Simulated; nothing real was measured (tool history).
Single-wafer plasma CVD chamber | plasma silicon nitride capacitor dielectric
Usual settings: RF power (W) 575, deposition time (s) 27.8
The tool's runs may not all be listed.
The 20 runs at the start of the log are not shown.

run    hour  RF power (W)  deposition time (s)  wafers since the last listed run  hours since the last RF generator calibration  hours since the showerhead was replaced  hours since the gauge calibration  read-back reference wafer on the same gauge, thickness_nm  mean film thickness on the monitor wafer (angstrom)
 21   926.5           575                 27.8                              1378                                         1306.1                                   2553.5                              141.8                                                     45.195                                               399.09
 22   967.5           670                   31                               938                                         1347.1                                   2594.5                              182.8                                                     45.145                                               469.93
 23  1000.2           575                 27.8                               748                                         1379.8                                   2627.2                              215.5                                                     45.041                                                399.6
 24  1045.3           625                 25.9                              1032                                         1424.9                                   2672.3                              260.6                                                     44.908                                               384.03
 25  1093.5           655                 31.9                              1103                                         1473.1                                   2720.5                              308.8                                                       45.1                                               474.12
     1128.2  -- showerhead replaced
     1147.2  -- RF generator calibrated
 26  1161.2           500                 32.7                              1183                                             14                                       33                              376.5                                                     45.158                                               458.44
 27  1189.4           540                 30.5                               645                                           42.2                                     61.2                              404.7                                                     45.075                                               440.52
 28  1235.1           665                 25.5                              1046                                           87.9                                    106.9                              450.4                                                     45.083                                               396.23
 29  1279.1           575                 27.8                              1007                                          131.9                                    150.9                              494.4                                                     45.056                                               405.02
 30    1307           575                 22.8                               638                                          159.8                                    178.8                              522.3                                                     45.129                                               331.03
 31  1337.2           575                 27.8                               691                                            190                                      209                              552.5                                                     45.162                                               410.09
 32    1381           675                 24.5                              1002                                          233.8                                    252.8                              596.3                                                     45.179                                               377.07
 33  1434.2           575                 27.8                              1217                                            287                                      306                              649.5                                                     45.081                                               410.14
 34  1459.7           575                 24.4                               583                                          312.5                                    331.5                                675                                                     45.084                                               355.04
 35  1503.5           575                 27.8                              1002                                          356.3                                    375.3                              718.8                                                      45.12                                               407.92
 36  1564.6           575                 27.8                              1398                                          417.4                                    436.4                              779.9                                                     45.083                                               404.84
 37  1634.5           675                 25.3                              1600                                          487.3                                    506.3                              849.8                                                     44.984                                               391.31
 38    1684           500                 29.8                              1133                                          536.8                                    555.8                              899.3                                                     45.121                                               411.76
 39  1733.8           630                 27.8                              1139                                          586.6                                    605.6                              949.1                                                     45.081                                               416.12
 40  1803.7           610                 25.8                              1600                                          656.5                                    675.5                               1019                                                      45.17                                               383.47
 41  1829.1           670                 24.5                               581                                          681.9                                    700.9                             1044.4                                                     45.094                                               377.38
 42  1898.5           485                 31.8                              1588                                          751.3                                    770.3                             1113.8                                                      45.23                                               437.05
 43  1974.4           575                 27.8                              1737                                          827.2                                    846.2                             1189.7                                                     45.123                                               400.73

Branching from run 43: 5 alternative next runs. What would each branch give?
  A  1974.8           575                 30.9                                 9                                          827.6                                    846.6                             1190.1                                                          ?                                                    ?
  B  1974.8           635                 26.3                                 9                                          827.6                                    846.6                             1190.1                                                          ?                                                    ?
  C  1974.8           645                 30.8                                 9                                          827.6                                    846.6                             1190.1                                                          ?                                                    ?
  D  1974.8           645                 27.8                                 9                                          827.6                                    846.6                             1190.1                                                          ?                                                    ?
  E  1974.8           495                 29.8                                 9                                          827.6                                    846.6                             1190.1                                                          ?                                                    ?

run  read-back reference wafer on the same gauge, thickness_nm  mean film thickness on the monitor wafer (angstrom)
  A                                                     45.119                                               450.88
  B                                                     45.119                                               397.22
  C                                                     45.119                                                467.7
  D                                                     45.119                                               422.14
  E                                                     45.119                                                412.3
What these runs would have given with no unlogged condition in the tool:
run  mean film thickness on the monitor wafer (angstrom)
  A                                                455.6
  B                                               401.39
  C                                                472.6
  D                                               426.57
  E                                               416.62

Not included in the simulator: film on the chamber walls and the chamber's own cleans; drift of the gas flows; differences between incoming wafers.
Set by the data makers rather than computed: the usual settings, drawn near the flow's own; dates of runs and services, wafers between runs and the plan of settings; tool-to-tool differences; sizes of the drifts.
